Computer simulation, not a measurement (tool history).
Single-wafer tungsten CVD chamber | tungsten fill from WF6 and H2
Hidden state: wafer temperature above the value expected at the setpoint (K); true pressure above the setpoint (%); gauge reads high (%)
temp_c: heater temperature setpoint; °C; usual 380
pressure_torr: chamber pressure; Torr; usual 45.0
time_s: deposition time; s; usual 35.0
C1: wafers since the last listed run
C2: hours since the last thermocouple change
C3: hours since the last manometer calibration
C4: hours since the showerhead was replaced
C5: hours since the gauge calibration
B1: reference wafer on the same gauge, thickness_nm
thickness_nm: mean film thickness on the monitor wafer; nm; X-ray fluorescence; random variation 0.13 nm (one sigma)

Run 1, hour 0.0: usual settings; C1 0; C2 2203.5; C3 1599.3; C4 8479.0; C5 226.3; B1 85.111. Result: thickness_nm 94.187 nm.
Run 2, hour 14.7: usual settings; C1 330; C2 2218.2; C3 1614.0; C4 8493.7; C5 241.0; B1 85.101. Result: thickness_nm 94.279 nm.
Run 3, hour 31.7: usual settings; C1 381; C2 2235.2; C3 1631.0; C4 8510.7; C5 258.0; B1 85.089. Result: thickness_nm 94.223 nm.
Run 4, hour 104.3: usual settings but temp_c 371 °C; C1 1630; C2 2307.8; C3 1703.6; C4 8583.3; C5 330.6; B1 85.099. Result: thickness_nm 80.098 nm.
Run 5, hour 136.3: usual settings; C1 718; C2 2339.8; C3 1735.6; C4 8615.3; C5 362.6; B1 85.112. Result: thickness_nm 94.159 nm.
Run 6, hour 154.1: usual settings; C1 399; C2 2357.6; C3 1753.4; C4 8633.1; C5 380.4; B1 85.107. Result: thickness_nm 94.396 nm.
Run 7, hour 177.3: usual settings; C1 520; C2 2380.8; C3 1776.6; C4 8656.3; C5 403.6; B1 85.113. Result: thickness_nm 94.387 nm.
Run 8, hour 202.0: usual settings; C1 554; C2 2405.5; C3 1801.3; C4 8681.0; C5 428.3; B1 85.108. Result: thickness_nm 94.228 nm.
At hour 213.4: gauge calibrated.
At hour 256.8: thermocouple changed; heater temperature recalibrated.
At hour 278.5: capacitance manometer re-zeroed and calibrated.
Run 9, hour 279.0: usual settings; C1 1369; C2 22.2; C3 0.5; C4 8758.0; C5 65.6; B1 85.106. Result: thickness_nm 86.684 nm.
At hour 294.2: showerhead replaced.
Run 10, hour 298.4: usual settings; C1 255; C2 41.6; C3 19.9; C4 4.2; C5 85.0; B1 85.111. Result: thickness_nm 86.885 nm.
Run 11, hour 311.3: usual settings; C1 289; C2 54.5; C3 32.8; C4 17.1; C5 97.9; B1 85.098. Result: thickness_nm 86.950 nm.
Run 12, hour 330.3: usual settings but temp_c 371 °C; C1 426; C2 73.5; C3 51.8; C4 36.1; C5 116.9; B1 85.107. Result: thickness_nm 73.788 nm.
Run 13, hour 358.2: usual settings but temp_c 372 °C, time_s 38.9 s; C1 626; C2 101.4; C3 79.7; C4 64.0; C5 144.8; B1 85.101. Result: thickness_nm 83.881 nm.
Run 14, hour 380.4: usual settings; C1 498; C2 123.6; C3 101.9; C4 86.2; C5 167.0; B1 85.111. Result: thickness_nm 87.289 nm.
Run 15, hour 406.7: usual settings; C1 590; C2 149.9; C3 128.2; C4 112.5; C5 193.3; B1 85.110. Result: thickness_nm 87.572 nm.
Run 16, hour 435.9: usual settings but temp_c 372 °C, pressure_torr 55.5 Torr, time_s 32.8 s; C1 655; C2 179.1; C3 157.4; C4 141.7; C5 222.5; B1 85.084. Result: thickness_nm 75.518 nm.
Run 17, hour 463.8: usual settings but time_s 38.4 s; C1 626; C2 207.0; C3 185.3; C4 169.6; C5 250.4; B1 85.113. Result: thickness_nm 96.562 nm.
Run 18, hour 482.9: usual settings but time_s 28.1 s; C1 428; C2 226.1; C3 204.4; C4 188.7; C5 269.5; B1 85.113. Result: thickness_nm 70.539 nm.
Run 19, hour 498.8: usual settings but temp_c 372 °C, pressure_torr 48.7 Torr, time_s 30.6 s; C1 356; C2 242.0; C3 220.3; C4 204.6; C5 285.4; B1 85.112. Result: thickness_nm 68.124 nm.
Run 20, hour 513.3: usual settings but temp_c 367 °C, pressure_torr 54.5 Torr, time_s 33.0 s; C1 325; C2 256.5; C3 234.8; C4 219.1; C5 299.9; B1 85.088. Result: thickness_nm 69.112 nm.

Run 21 comes next. What will it give?
Run 21, hour 546.6: usual settings; C1 747; C2 289.8; C3 268.1; C4 252.4; C5 333.2; B1 ?. Result: thickness_nm ?.

B1: 85.107
thickness_nm: 88.202 nm
Without the tool's hidden state the same run would have given thickness_nm 87.611 nm.

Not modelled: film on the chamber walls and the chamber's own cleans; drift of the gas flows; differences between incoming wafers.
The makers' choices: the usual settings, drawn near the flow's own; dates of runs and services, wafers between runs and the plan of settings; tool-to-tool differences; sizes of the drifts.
